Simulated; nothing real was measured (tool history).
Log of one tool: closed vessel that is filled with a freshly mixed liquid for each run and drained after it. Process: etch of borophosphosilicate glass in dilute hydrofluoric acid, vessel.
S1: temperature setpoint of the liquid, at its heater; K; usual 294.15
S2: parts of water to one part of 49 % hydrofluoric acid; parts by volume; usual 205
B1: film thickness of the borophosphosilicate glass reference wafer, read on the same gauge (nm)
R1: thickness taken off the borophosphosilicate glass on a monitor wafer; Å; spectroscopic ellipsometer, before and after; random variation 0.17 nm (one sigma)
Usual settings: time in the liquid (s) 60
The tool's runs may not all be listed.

Run 1, day 0.000: usual settings but S1 297.65 K, time in the liquid (s) 75; B1 30.01. Result: R1 269.8 Å.
Run 2, day 0.708: usual settings but S1 297.65 K, time in the liquid (s) 75; B1 29.98. Result: R1 271.9 Å.
Run 3, day 1.075: usual settings but S2 265 parts by volume; B1 29.95. Result: R1 139.3 Å.
Run 4, day 1.775: usual settings but S2 265 parts by volume; B1 29.99. Result: R1 140.1 Å.
Run 5, day 2.312: usual settings but S2 265 parts by volume; B1 30.02. Result: R1 137.0 Å.
At day 2.646: gauge calibrated.
Run 6, day 2.804: usual settings but time in the liquid (s) 40; B1 30.00. Result: R1 128.1 Å.
Run 7, day 3.179: usual settings; B1 30.02. Result: R1 192.5 Å.
Run 8, day 4.125: usual settings; B1 30.04. Result: R1 193.8 Å.
Run 9, day 4.829: usual settings; B1 30.02. Result: R1 193.3 Å.
Run 10, day 5.317: usual settings; B1 30.00. Result: R1 192.2 Å.
Run 11, day 5.858: usual settings but time in the liquid (s) 30; B1 29.99. Result: R1 96.1 Å.
At day 6.038: hydrofluoric acid flow meter replaced.
Run 12, day 6.325: usual settings; B1 29.98. Result: R1 191.4 Å.
At day 6.392: thermometer replaced.
Run 13, day 6.825: usual settings but S1 297.15 K, time in the liquid (s) 85; B1 29.99. Result: R1 302.3 Å.
Run 14, day 7.225: usual settings but S1 290.65 K; B1 29.98. Result: R1 165.6 Å.
Run 15, day 7.912: usual settings but S1 298.65 K, S2 115 parts by volume, time in the liquid (s) 80; B1 29.99. Result: R1 589.4 Å.
At day 8.221: gauge calibrated.
Run 16, day 8.438: usual settings but S1 296.15 K, S2 295 parts by volume, time in the liquid (s) 40; B1 29.96. Result: R1 87.5 Å.

5 ways to go on from here, each from the tool as it stands after run 16. What would each give?
Run A, day 8.467: usual settings; B1 ?. Result: R1 ?.
Run B, day 8.467: usual settings but S2 275 parts by volume, time in the liquid (s) 50; B1 ?. Result: R1 ?.
Run C, day 8.467: usual settings but S1 298.15 K; B1 ?. Result: R1 ?.
Run D, day 8.467: usual settings but S1 290.15 K, S2 105 parts by volume, time in the liquid (s) 45; B1 ?. Result: R1 ?.
Run E, day 8.467: usual settings but S1 292.15 K, S2 255 parts by volume; B1 ?. Result: R1 ?.

run     B1     R1
  A  29.97  191.0
  B  29.97  110.9
  C  29.97  221.7
  D  29.97  263.6
  E  29.97  135.7
Without the tool's hidden state the same runs would have given:
run     R1
  A  191.0
  B  110.9
  C  221.7
  D  263.6
  E  135.7

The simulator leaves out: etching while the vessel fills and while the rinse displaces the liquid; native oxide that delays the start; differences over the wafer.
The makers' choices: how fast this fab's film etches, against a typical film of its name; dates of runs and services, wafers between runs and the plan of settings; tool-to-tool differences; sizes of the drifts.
